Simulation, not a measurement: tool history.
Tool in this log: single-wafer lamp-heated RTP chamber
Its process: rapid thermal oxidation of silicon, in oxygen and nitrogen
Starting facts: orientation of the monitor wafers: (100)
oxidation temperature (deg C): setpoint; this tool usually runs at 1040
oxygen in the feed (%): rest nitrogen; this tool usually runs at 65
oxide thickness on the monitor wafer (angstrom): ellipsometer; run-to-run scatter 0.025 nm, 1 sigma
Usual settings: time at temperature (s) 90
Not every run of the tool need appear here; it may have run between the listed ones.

| run | day | oxidation temperature (deg C) | time at temperature (s) | oxygen in the feed (%) | read-back reference wafer on the same gauge, thickness | oxide thickness on the monitor wafer (angstrom) |
|---|---|---|---|---|---|---|
| 1 | 0 | 1040 | 106 | 65 | 9.658 | 88.34 |
| 2 | 2.625 | 1040 | 76 | 45 | 9.641 | 66.53 |
| 3 | 5.204 | 1040 | 76 | 45 | 9.649 | 66.47 |
| 4 | 9.612 | 1040 | 76 | 45 | 9.66 | 66.61 |
| 5 | 13.029 | 1022 | 90 | 65 | 9.654 | 72.42 |
| 6 | 16.125 | 1022 | 90 | 65 | 9.653 | 72.13 |
| 7 | 20.625 | 1040 | 90 | 65 | 9.653 | 81.32 |
| 8 | 33.154 | 1040 | 79 | 65 | 9.658 | 77.34 |
| 9 | 36.788 | 1040 | 79 | 65 | 9.644 | 77.09 |
| 10 | 38.562 | 1040 | 79 | 65 | 9.66 | 77.36 |
| 11 | 42.871 | 1040 | 90 | 65 | 9.649 | 82.17 |
| 12 | 46.688 | 1040 | 90 | 65 | 9.658 | 81.61 |
| 13 | 50.167 | 1040 | 90 | 65 | 9.662 | 81.7 |
| 14 | 52.088 | 1040 | 90 | 65 | 9.645 | 81.8 |
| 15 | 53.854 | 1040 | 90 | 65 | 9.64 | 81.89 |
| 16 | 57.067 | 1040 | 90 | 65 | 9.658 | 81.32 |
| 17 | 61.5 | 1040 | 71 | 65 | 9.648 | 73.77 |
| 18 | 65.112 | 1054 | 90 | 65 | 9.653 | 90.52 |
| 19 | 68.071 | 1040 | 55 | 54 | 9.647 | 61.59 |
| 20 | 72.438 | 1040 | 54 | 65 | 9.66 | 65.42 |
| 21 | 75.85 | 1040 | 90 | 65 | 9.647 | 81.66 |
| 22 | 79.283 | 1031 | 69 | 79 | 9.653 | 72.89 |
| 23 | 83.754 | 1032 | 90 | 78 | 9.651 | 82.91 |
| 24 | 85.904 | 1040 | 116 | 65 | 9.651 | 92.03 |
| 25 | 89.746 | 1051 | 59 | 45 | 9.653 | 64.36 |
| 26 | 92.654 | 1056 | 131 | 65 | 9.641 | 109.15 |
| 27 | 94.475 | 1040 | 104 | 65 | 9.662 | 87.55 |
| 28 | 107.867 | 1040 | 90 | 81 | 9.65 | 88.52 |
| 29 | 112.058 | 1021 | 123 | 65 | 9.653 | 82.53 |
| 30 | 113.946 | 1060 | 127 | 65 | 9.648 | 110.49 |
| 31 | 118.179 | 1040 | 79 | 65 | 9.642 | 77.21 |
| 32 | 122.071 | 1064 | 127 | 81 | 9.643 | 122.59 |
| 33 | 126.025 | 1020 | 127 | 56 | 9.639 | 78.87 |
| 34 | 130.375 | 1040 | 90 | 87 | 9.655 | 90.85 |
| 35 | 138.529 | 1040 | 90 | 65 | 9.642 | 81.32 |
| 36 | 142.725 | 1040 | 90 | 65 | 9.65 | 82.01 |
| 37 | 146.567 | 1040 | 77 | 65 | 9.663 | 76.52 |
| 38 | 150.025 | 1040 | 90 | 65 | 9.643 | 82.13 |

Not shown here: 6 entries made in the log between runs. Locate each between two listed runs and compare the hidden state at the listed run before it with the hidden state at the listed run after it:
Logged between run 7 and run 8: pyrometer window cleaned and pyrometer calibrated (day 27.179)
  both runs share identical hidden conditions
Logged between run 15 and run 16: gauge calibrated (day 56.671)
  both runs share identical hidden conditions
Logged between run 16 and run 17: pyrometer window cleaned and pyrometer calibrated (day 58.5)
  both runs share identical hidden conditions
Logged between run 24 and run 25: pyrometer window cleaned and pyrometer calibrated (day 87.625)
  both runs share identical hidden conditions
Logged between run 27 and run 28: oxygen flow controller replaced (day 107.654)
  both runs share identical hidden conditions
Logged between run 30 and run 31: pyrometer window cleaned and pyrometer calibrated (day 116.375)
  both runs share identical hidden conditions
